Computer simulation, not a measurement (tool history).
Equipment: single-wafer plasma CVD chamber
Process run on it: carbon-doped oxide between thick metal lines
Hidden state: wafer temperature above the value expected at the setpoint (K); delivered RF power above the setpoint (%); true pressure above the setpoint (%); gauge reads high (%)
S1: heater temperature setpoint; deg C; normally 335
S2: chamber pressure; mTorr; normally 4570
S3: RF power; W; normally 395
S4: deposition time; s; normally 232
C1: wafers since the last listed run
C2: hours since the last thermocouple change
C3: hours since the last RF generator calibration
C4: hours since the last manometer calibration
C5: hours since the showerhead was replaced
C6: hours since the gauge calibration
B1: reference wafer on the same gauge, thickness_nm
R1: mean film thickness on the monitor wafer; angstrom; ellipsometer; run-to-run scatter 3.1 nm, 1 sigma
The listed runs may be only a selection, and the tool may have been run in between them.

run     day   S1    S2   S3   S4    C1      C2      C3      C4      C5      C6       B1        R1
  1   0.000  335  4570  395  232     0   584.7  1612.4  1767.0  7022.0   905.4  990.007   9403.12
  2   3.004  335  4570  395  232   530   656.8  1684.5  1839.1  7094.1   977.5  990.936   9384.88
  3   6.221  328  4570  395  232   567   734.0  1761.7  1916.3  7171.3  1054.7  989.583   9594.52
  4   9.925  328  4570  395  232   653   822.9  1850.6  2005.2  7260.2  1143.6  991.336   9496.42
  5  20.762  329  4570  395  232  1912  1083.0  2110.7  2265.3  7520.3  1403.7  989.166   9463.75
  6  23.517  329  4570  395  232   486  1149.1  2176.8  2331.4  7586.4  1469.8  989.568   9362.07
  7  27.296  329  4570  395  232   666  1239.8  2267.5  2422.1  7677.1  1560.5  991.512   9365.67
     29.338  -- capacitance manometer re-zeroed and calibrated
     30.542  -- gauge calibrated
  8  31.667  322  4570  465  232   712  1344.7  2372.4    55.9  7782.0    27.0  989.577  11382.48
     32.896  -- showerhead replaced
  9  33.988  335  5560  395  232   350  1400.4  2428.1   111.6    26.2    82.7  989.657   9755.05
 10  35.579  335  4570  395  232   280  1438.6  2466.3   149.8    64.4   120.9  988.872   9377.95
 11  39.258  335  4570  395  232   649  1526.9  2554.6   238.1   152.7   209.2  990.312   9342.16
 12  41.212  335  4570  395  232   344  1573.8  2601.5   285.0   199.6   256.1  989.585   9272.14
     41.675  -- thermocouple changed; heater temperature recalibrated
 13  45.383  342  4940  345  265   677    89.0  2701.6   385.1   299.7   356.2  988.614   9204.22
     49.212  -- RF generator calibrated
 14  58.838  326  3710  335  267  2315   411.9   231.0   708.0   622.6   679.1  989.784   9382.51
 15  63.204  335  5070  395  232   770   516.7   335.8   812.8   727.4   783.9  989.944  10143.22

Hidden state at the last listed run before each entry between runs and at the first one after, where it differs:
Runs 7 to 8: capacitance manometer re-zeroed and calibrated (day 29.338); gauge calibrated (day 30.542)
  delivered RF power above the setpoint (%): -6.43 -> -6.7; true pressure above the setpoint (%): -7.8 -> -0.177
  measured result minus the result with no hidden state, R1: -843.78 -> -702.07 angstrom
Runs 8 to 9: showerhead replaced (day 32.896)
  delivered RF power above the setpoint (%): -6.7 -> -6.84; true pressure above the setpoint (%): -0.177 -> -0.37
  measured result minus the result with no hidden state, R1: -702.07 -> -710.55 angstrom
Runs 12 to 13: thermocouple changed; heater temperature recalibrated (day 41.675)
  delivered RF power above the setpoint (%): -7.28 -> -7.54; true pressure above the setpoint (%): -0.97 -> -1.32
  measured result minus the result with no hidden state, R1: -740.91 -> -796.91 angstrom
Runs 13 to 14: RF generator calibrated (day 49.212)
  delivered RF power above the setpoint (%): -7.54 -> -0.816; true pressure above the setpoint (%): -1.32 -> -2.43
  measured result minus the result with no hidden state, R1: -796.91 -> -107.88 angstrom
